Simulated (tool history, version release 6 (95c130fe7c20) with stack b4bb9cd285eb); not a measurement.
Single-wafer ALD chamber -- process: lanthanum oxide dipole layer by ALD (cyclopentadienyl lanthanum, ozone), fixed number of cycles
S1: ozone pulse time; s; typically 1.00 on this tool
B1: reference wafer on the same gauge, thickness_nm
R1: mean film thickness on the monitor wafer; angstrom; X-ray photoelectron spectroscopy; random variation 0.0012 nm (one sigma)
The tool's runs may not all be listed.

Run 1, hour 0.0: usual settings; B1 0.479. Result: R1 4.55 angstrom.
Run 2, hour 13.0: usual settings; B1 0.480. Result: R1 4.57 angstrom.
Run 3, hour 27.4: usual settings; B1 0.478. Result: R1 4.58 angstrom.
Run 4, hour 35.7: usual settings; B1 0.480. Result: R1 4.55 angstrom.
Run 5, hour 50.1: usual settings; B1 0.479. Result: R1 4.55 angstrom.
Run 6, hour 67.5: usual settings; B1 0.480. Result: R1 4.56 angstrom.
Run 7, hour 109.0: usual settings; B1 0.479. Result: R1 4.54 angstrom.
Run 8, hour 118.1: usual settings; B1 0.479. Result: R1 4.55 angstrom.
Run 9, hour 125.5: usual settings; B1 0.479. Result: R1 4.57 angstrom.
Run 10, hour 133.7: usual settings; B1 0.479. Result: R1 4.55 angstrom.
Run 11, hour 149.1: usual settings but S1 1.21 s; B1 0.479. Result: R1 4.82 angstrom.
At hour 162.8: thermocouple changed; heater temperature recalibrated.
Run 12, hour 164.7: usual settings; B1 0.479. Result: R1 4.54 angstrom.
Run 13, hour 175.6: usual settings but S1 1.21 s; B1 0.479. Result: R1 4.83 angstrom.
Run 14, hour 188.5: usual settings but S1 0.78 s; B1 0.479. Result: R1 4.16 angstrom.
At hour 201.4: ozone generator serviced.
Run 15, hour 201.9: usual settings but S1 1.23 s; B1 0.479. Result: R1 5.15 angstrom.
At hour 238.4: gauge calibrated.
Run 16, hour 251.9: usual settings but S1 1.32 s; B1 0.479. Result: R1 5.21 angstrom.
Run 17, hour 263.9: usual settings but S1 1.37 s; B1 0.479. Result: R1 5.24 angstrom.
Run 18, hour 281.5: usual settings but S1 1.22 s; B1 0.479. Result: R1 5.10 angstrom.
At hour 299.7: showerhead replaced.
Run 19, hour 324.6: usual settings; B1 0.479. Result: R1 4.80 angstrom.
Run 20, hour 342.3: usual settings; B1 0.479. Result: R1 4.79 angstrom.
Run 21, hour 354.5: usual settings but S1 1.30 s; B1 0.479. Result: R1 5.12 angstrom.
Run 22, hour 365.1: usual settings but S1 1.27 s; B1 0.479. Result: R1 5.06 angstrom.
Run 23, hour 375.2: usual settings but S1 1.12 s; B1 0.479. Result: R1 4.93 angstrom.
Run 24, hour 382.2: usual settings but S1 0.86 s; B1 0.479. Result: R1 4.57 angstrom.
Run 25, hour 391.1: usual settings but S1 1.11 s; B1 0.479. Result: R1 4.93 angstrom.

Branching from run 25: 5 alternative next runs. What would each branch give?
Run A, hour 391.5: usual settings; B1 ?. Result: R1 ?.
Run B, hour 391.5: usual settings but S1 0.67 s; B1 ?. Result: R1 ?.
Run C, hour 391.5: usual settings but S1 0.65 s; B1 ?. Result: R1 ?.
Run D, hour 391.5: usual settings but S1 0.80 s; B1 ?. Result: R1 ?.
Run E, hour 391.5: usual settings but S1 0.74 s; B1 ?. Result: R1 ?.

run     B1    R1
  A  0.479  4.79
  B  0.479  4.19
  C  0.479  4.15
  D  0.479  4.46
  E  0.479  4.35
The same runs, with their run-to-run variation unchanged, on a tool lacking any hidden condition would have given:
run    R1
  A  4.93
  B  4.37
  C  4.33
  D  4.63
  E  4.52
